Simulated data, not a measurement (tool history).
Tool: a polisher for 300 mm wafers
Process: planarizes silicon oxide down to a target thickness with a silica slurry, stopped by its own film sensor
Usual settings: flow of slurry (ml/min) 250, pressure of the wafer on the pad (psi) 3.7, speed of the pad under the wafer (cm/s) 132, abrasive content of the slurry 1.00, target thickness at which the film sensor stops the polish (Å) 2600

| run | hour | flow of slurry (ml/min) | pressure of the wafer on the pad (psi) | speed of the pad under the wafer (cm/s) | abrasive content of the slurry | target thickness at which the film sensor stops the polish (Å) | wafers since the last listed run | wafers polished on this pad | hours since the slurry nozzle was cleaned | hours since the head pressure was calibrated | hours since the slurry blender was calibrated | hours since the conditioning disc was replaced | incoming thickness of the incoming film, nm | time until the film sensor stopped the polish (s) |
|---|---|---|---|---|---|---|---|---|---|---|---|---|---|---|
| 1 | 0.0 | 205 | 3.7 | 132 | 1.00 | 2600 | 0 | 199 | 494.5 | 132.5 | 373.2 | 336.1 | 555.6 | 106.7 |
|  | 11.6 | slurry nozzle cleaned |
| 2 | 49.1 | 250 | 3.7 | 132 | 1.00 | 2600 | 526 | 725 | 37.5 | 181.6 | 422.3 | 385.2 | 560.5 | 108.0 |
|  | 76.0 | slurry blender recalibrated |
| 3 | 107.4 | 250 | 3.7 | 132 | 0.80 | 3540 | 615 | 1340 | 95.8 | 239.9 | 31.4 | 443.5 | 569.8 | 89.1 |
|  | 168.8 | conditioning disc replaced and pad reconditioned |
| 4 | 170.9 | 175 | 3.7 | 132 | 1.00 | 2600 | 672 | 2013 | 159.3 | 303.4 | 94.9 | 2.1 | 568.5 | 116.9 |
| 5 | 236.1 | 165 | 3.7 | 148 | 1.25 | 1950 | 712 | 2726 | 224.5 | 368.6 | 160.1 | 67.3 | 557.6 | 117.2 |
| 6 | 302.1 | 250 | 4.4 | 132 | 1.00 | 2200 | 721 | 3448 | 290.5 | 434.6 | 226.1 | 133.3 | 570.1 | 112.2 |
| 7 | 370.5 | 250 | 3.7 | 132 | 1.00 | 2600 | 747 | 4196 | 358.9 | 503.0 | 294.5 | 201.7 | 561.5 | 114.6 |
| 8 | 435.8 | 250 | 3.7 | 132 | 1.00 | 2600 | 714 | 4910 | 424.2 | 568.3 | 359.8 | 267.0 | 556.6 | 112.9 |
|  | 476.3 | slurry nozzle cleaned |
| 9 | 483.7 | 250 | 3.7 | 132 | 1.00 | 2600 | 512 | 5423 | 7.4 | 616.2 | 407.7 | 314.9 | 565.1 | 117.0 |
| 10 | 519.3 | 225 | 4.2 | 132 | 1.00 | 2600 | 389 | 5812 | 43.0 | 651.8 | 443.3 | 350.5 | 557.5 | 100.1 |
|  | 548.1 | worn pad replaced by a new one |
| 11 | 548.6 | 250 | 3.7 | 94 | 1.10 | 2600 | 276 | 5 | 72.3 | 681.1 | 472.6 | 379.8 | 561.2 | 133.1 |
|  | 610.9 | slurry blender recalibrated |
| 12 | 615.2 | 250 | 2.9 | 166 | 1.00 | 2600 | 706 | 712 | 138.9 | 747.7 | 4.3 | 446.4 | 560.9 | 111.8 |
| 13 | 661.4 | 290 | 2.6 | 94 | 1.00 | 1890 | 505 | 1217 | 185.1 | 793.9 | 50.5 | 492.6 | 568.9 | 253.9 |
|  | 689.5 | conditioning disc replaced and pad reconditioned |
| 14 | 724.1 | 250 | 2.9 | 132 | 1.15 | 3330 | 663 | 1881 | 247.8 | 856.6 | 113.2 | 34.6 | 558.7 | 96.1 |
| 15 | 772.0 | 250 | 4.7 | 132 | 0.90 | 2600 | 523 | 2405 | 295.7 | 904.5 | 161.1 | 82.5 | 557.2 | 94.6 |
|  | 827.2 | head pressure recalibrated |
| 16 | 827.7 | 290 | 3.7 | 132 | 1.00 | 2600 | 587 | 2992 | 351.4 | 0.5 | 216.8 | 138.2 | 565.0 | 113.3 |
| 17 | 891.3 | 250 | 2.7 | 88 | 1.20 | 2600 | 695 | 3687 | 415.0 | 64.1 | 280.4 | 201.8 | 559.9 | 191.2 |
| 18 | 960.7 | 330 | 2.9 | 132 | 1.00 | 2910 | 758 | 4446 | 484.4 | 133.5 | 349.8 | 271.2 | 560.1 | 128.0 |
| 19 | 994.0 | 250 | 3.0 | 146 | 1.00 | 3070 | 364 | 4810 | 517.7 | 166.8 | 383.1 | 304.5 | 563.8 | 115.1 |
|  | 1052.4 | slurry nozzle cleaned |
| 20 | 1056.2 | 250 | 4.9 | 132 | 1.00 | 2600 | 669 | 5480 | 3.8 | 229.0 | 445.3 | 366.7 | 560.4 | 85.3 |
|  | 1078.9 | worn pad replaced by a new one |
|  | 1114.2 | slurry blender recalibrated |
| 21 | 1120.2 | 250 | 3.7 | 132 | 1.00 | 2600 | 634 | 429 | 67.8 | 293.0 | 6.0 | 430.7 | 559.2 | 108.3 |
|  | 1147.6 | conditioning disc replaced and pad reconditioned |
| 22 | 1188.8 | 250 | 3.7 | 110 | 1.00 | 2600 | 728 | 1157 | 136.4 | 361.6 | 74.6 | 41.2 | 555.1 | 123.9 |
| 23 | 1237.5 | 250 | 4.7 | 174 | 1.00 | 2050 | 532 | 1690 | 185.1 | 410.3 | 123.3 | 89.9 | 559.6 | 81.5 |
| 24 | 1295.8 | 250 | 3.7 | 176 | 1.00 | 2600 | 637 | 2327 | 243.4 | 468.6 | 181.6 | 148.2 | 559.0 | 88.3 |
| 25 | 1325.9 | 250 | 3.7 | 156 | 1.00 | 2320 | 329 | 2657 | 273.5 | 498.7 | 211.7 | 178.3 | 565.6 | 110.6 |

4 ways to go on from here, each from the tool as it stands after run 25. What would each give?
| A | 1326.4 | 250 | 3.7 | 132 | 1.00 | 2600 | 5 | 2662 | 274.0 | 499.2 | 212.2 | 178.8 | 550.0 | ? |
| B | 1326.4 | 250 | 2.9 | 158 | 1.25 | 3170 | 5 | 2662 | 274.0 | 499.2 | 212.2 | 178.8 | 550.0 | ? |
| C | 1326.4 | 295 | 3.0 | 132 | 1.00 | 2600 | 5 | 2662 | 274.0 | 499.2 | 212.2 | 178.8 | 550.0 | ? |
| D | 1326.4 | 250 | 4.1 | 102 | 1.00 | 2600 | 5 | 2662 | 274.0 | 499.2 | 212.2 | 178.8 | 550.0 | ? |

| run | time until the film sensor stopped the polish (s) |
|---|---|
| A | 104.6 |
| B | 83.0 |
| C | 127.3 |
| D | 116.0 |
Without the tool's hidden state the same runs would have given:
| run | time until the film sensor stopped the polish (s) |
|---|---|
| A | 100.4 |
| B | 79.7 |
| C | 122.2 |
| D | 111.4 |
